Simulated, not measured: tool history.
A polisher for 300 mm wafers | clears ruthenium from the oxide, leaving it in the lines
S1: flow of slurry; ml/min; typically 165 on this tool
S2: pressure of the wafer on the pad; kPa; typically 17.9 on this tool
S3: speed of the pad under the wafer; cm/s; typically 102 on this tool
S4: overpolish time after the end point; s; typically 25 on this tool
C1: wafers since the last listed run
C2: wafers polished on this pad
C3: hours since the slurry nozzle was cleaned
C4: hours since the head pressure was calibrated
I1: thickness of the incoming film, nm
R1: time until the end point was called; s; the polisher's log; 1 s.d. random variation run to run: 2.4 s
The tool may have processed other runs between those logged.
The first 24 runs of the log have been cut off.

run      day   S1    S2   S3  S4   C1    C2     C3     C4     I1     R1
 25   79.112  165  17.9  102  25  663  1425  598.5    576  189.9  124.5
      80.254  -- slurry nozzle cleaned
 26   85.738  165  24.1  102  25  974  2399  131.6    735  191.1  106.4
 27   89.925  125  15.2  102  25  619  3019  232.1  835.5  190.2  149.1
      91.458  -- head pressure recalibrated
      92.871  -- worn pad replaced by a new one
 28   93.142  165  17.9  102  25  439    40  309.3   40.4  189.1  136.8
 29   96.529  205  17.9  102  25  501   541  390.6  121.7  186.2  125.3
 30   99.929  110  17.9  102  32  503  1044  472.2  203.3  190.4  138.5
     101.379  -- slurry nozzle cleaned
 31  102.667  165  17.9  102  25  398  1443   30.9    269    188  125.5
 32  104.867  205  17.9  116  38  325  1769   83.7  321.8  188.6    108
 33    107.5  165  22.8  102  25  389  2158  146.9    385  188.5  108.3
 34  111.196  215  23.4  118  38  546  2705  235.6  473.7  189.9   89.2
     113.229  -- worn pad replaced by a new one
 35  114.725  165  17.9  102  21  497   221  320.3  558.4  192.2    125

5 options for the next run, each taken on its own from the tool as it stands now. Forecast them:
  A  114.746  165  17.9  102  25   3  224  320.8  558.9  188.2   ?
  B  114.746  220  17.9  102  17   3  224  320.8  558.9  188.2   ?
  C  114.746  130  14.5   88  36   3  224  320.8  558.9  188.2   ?
  D  114.746  140  15.9  102  18   3  224  320.8  558.9  188.2   ?
  E  114.746  140  15.9   70  25   3  224  320.8  558.9  188.2   ?

run     R1
  A  120.3
  B  116.2
  C  164.4
  D  132.8
  E  193.6
Stripped of hidden state, with their random variation kept, the same runs would have yielded:
run     R1
  A    129
  B  124.6
  C  176.2
  D  142.4
  E  207.6

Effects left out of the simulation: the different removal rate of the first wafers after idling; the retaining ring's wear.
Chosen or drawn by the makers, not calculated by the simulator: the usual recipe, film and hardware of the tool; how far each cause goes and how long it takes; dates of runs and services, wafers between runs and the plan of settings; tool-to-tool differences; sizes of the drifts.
